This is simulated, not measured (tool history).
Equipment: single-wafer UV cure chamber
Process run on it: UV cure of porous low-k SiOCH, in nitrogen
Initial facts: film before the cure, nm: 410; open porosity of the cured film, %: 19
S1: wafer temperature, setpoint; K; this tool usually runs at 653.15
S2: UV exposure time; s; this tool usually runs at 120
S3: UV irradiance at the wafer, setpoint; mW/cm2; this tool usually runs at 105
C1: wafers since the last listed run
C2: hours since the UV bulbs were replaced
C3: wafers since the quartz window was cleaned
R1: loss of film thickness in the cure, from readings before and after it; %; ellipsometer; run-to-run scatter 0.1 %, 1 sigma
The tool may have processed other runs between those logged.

run	hour	S1	S2	S3	C1	C2	C3	R1
1	0	653.15	140	74	0	2285.4	821	7.345
2	84.3	646.15	120	105	972	2369.7	1794	7.839
3	153	647.15	120	105	792	2438.4	2587	7.877
# hour 202.4: quartz window cleaned
4	245.6	647.15	120	105	976	2531	498	7.158
5	288.4	653.15	95	105	493	2573.8	992	6.194
# hour 353.4: quartz window cleaned, repeated, since the last time left the tool worse
6	393.8	653.15	95	105	1123	2679.2	465	7.189
7	441.7	667.15	120	105	552	2727.1	1018	8.194
8	487.5	667.15	120	105	528	2772.9	1547	8.15
# hour 570.1: UV bulbs replaced
# hour 582.2: quartz window cleaned
9	582.7	667.15	120	105	913	12.6	5	8.197
10	655.4	653.15	120	82	838	85.3	844	7.032
11	712.3	653.15	140	70	656	142.2	1500	6.8
# hour 800.6: quartz window cleaned
12	801.1	668.15	90	66	932	231	5	5.406
13	839.9	646.15	120	105	447	269.8	453	7.88
14	919.2	669.15	190	105	914	349.1	1368	10.116
15	1007.8	658.15	70	145	1022	437.7	2390	6.957
# hour 1033.3: quartz window cleaned
16	1112.8	645.15	120	105	1119	542.7	916	8.129
17	1171.6	653.15	95	105	678	601.5	1595	7.042
18	1253.6	653.15	120	76	946	683.5	2541	6.555

What if the next run were any one of these 4? Each begins from the tool's condition after run 18:
A	1254	653.15	120	105	4	683.9	2546	?
B	1254	637.15	145	68	4	683.9	2546	?
C	1254	653.15	120	68	4	683.9	2546	?
D	1254	653.15	180	134	4	683.9	2546	?

run	R1
A	7.849
B	6.61
C	6.144
D	10.606
The same runs, with their run-to-run variation unchanged, on a tool lacking any hidden condition would have given:
run	R1
A	8.244
B	6.985
C	6.51
D	11.034
